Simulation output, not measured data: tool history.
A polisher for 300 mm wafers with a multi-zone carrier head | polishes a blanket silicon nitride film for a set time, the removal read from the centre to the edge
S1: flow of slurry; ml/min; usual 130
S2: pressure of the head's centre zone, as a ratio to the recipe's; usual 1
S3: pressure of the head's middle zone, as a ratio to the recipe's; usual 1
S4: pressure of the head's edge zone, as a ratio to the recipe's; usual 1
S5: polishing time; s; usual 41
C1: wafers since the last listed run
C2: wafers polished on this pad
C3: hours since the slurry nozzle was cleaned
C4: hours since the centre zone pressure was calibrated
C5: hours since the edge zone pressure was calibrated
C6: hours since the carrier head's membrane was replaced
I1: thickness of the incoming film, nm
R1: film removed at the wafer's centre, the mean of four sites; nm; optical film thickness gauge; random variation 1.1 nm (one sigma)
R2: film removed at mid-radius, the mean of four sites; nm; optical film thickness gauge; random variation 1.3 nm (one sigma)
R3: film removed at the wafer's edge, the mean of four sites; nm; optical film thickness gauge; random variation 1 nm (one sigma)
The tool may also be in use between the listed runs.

run	hour	S1	S2	S3	S4	S5	C1	C2	C3	C4	C5	C6	I1	R1	R2	R3
1	0	130	0.92	1	1	41	0	973	439.5	650.9	634.3	1387.1	643.3	68.6	76.1	79.6
# hour 14.3: worn pad replaced by a new one
2	14.8	130	1	1	1	41	150	6	454.3	665.7	649.1	1401.9	641.6	73.6	74.1	80.4
3	29	130	1	1	1	41	197	203	468.5	679.9	663.3	1416.1	633.2	72.6	75	79.1
4	41.2	130	1	1	1	41	169	373	480.7	692.1	675.5	1428.3	639.7	72.5	77.4	79.3
5	47.3	105	1	1	1	41	84	458	486.8	698.2	681.6	1434.4	643.9	66.1	66.6	75.4
6	62.5	105	1	1	1	41	211	669	502	713.4	696.8	1449.6	645.9	64.8	65.8	73.5
# hour 74.8: carrier head's membrane replaced by a new one
7	79.7	105	1	1	1	41	169	838	519.2	730.6	714	4.9	646.6	65	65.3	73.7
# hour 86.1: worn pad replaced by a new one
8	86.8	130	1	1	1	51	43	9	526.3	737.7	721.1	12	643.2	87.7	88.8	99.1
# hour 89.1: slurry nozzle cleaned
9	93.5	130	1	1	1	51	79	89	4.4	744.4	727.8	18.7	642.3	106.9	105.5	110.4
10	102	130	1	1	1	51	118	207	12.9	752.9	736.3	27.2	632.9	105	105.4	107.3
11	112	130	1	1	1	41	138	346	22.9	762.9	746.3	37.2	642.8	82.1	84.4	85.9
12	119.2	130	1	1	1	36	100	446	30.1	770.1	753.5	44.4	642.4	73.3	73.1	75.4
13	126.7	165	1	1.04	1	41	104	550	37.6	777.6	761	51.9	651.2	90.9	91	90.3
14	140.8	130	1	1	1	41	195	746	51.7	791.7	775.1	66	643.5	84.1	86.5	87.1
15	154.6	130	1	1	1	27	191	937	65.5	805.5	788.9	79.8	641.8	55.1	56.2	56.3
# hour 159.9: worn pad replaced by a new one
# hour 164.2: centre zone pressure recalibrated
# hour 164.9: edge zone pressure recalibrated
16	166.4	90	1	1.05	0.96	36	70	52	77.3	2.2	1.5	91.6	636	63.4	68.2	69.4
17	183.1	130	1.04	0.97	1	41	231	284	94	18.9	18.2	108.3	639.9	88	79	86.2
18	195.9	95	1.09	0.9	1	41	177	462	106.8	31.7	31	121.1	646.3	81.3	71.1	81.6
19	210.4	165	1	1	0.94	51	201	664	121.3	46.2	45.5	135.6	636.5	110.6	110.2	106.8
20	216.9	145	1	1	1.05	41	90	754	127.8	52.7	52	142.1	642.4	85.7	86.2	88.3
21	225.7	150	1	1	1	41	122	876	136.6	61.5	60.8	150.9	637.8	85.1	84	88.5

3 ways to go on from here, each from the tool as it stands after run 21. What would each give?
A	226.1	130	1	1	1	41	5	882	137	61.9	61.2	151.3	637	?	?	?
B	226.1	130	1	1	1	47	5	882	137	61.9	61.2	151.3	637	?	?	?
C	226.1	130	1	1	0.9	41	5	882	137	61.9	61.2	151.3	637	?	?	?

run	R1	R2	R3
A	83.3	82.7	84
B	95.5	94.8	96.3
C	83.3	82.7	80.6
Without the tool's hidden state the same runs would have given:
run	R1	R2	R3
A	86.2	85.2	85.8
B	98.8	97.7	98.3
C	86.2	85.3	82.3
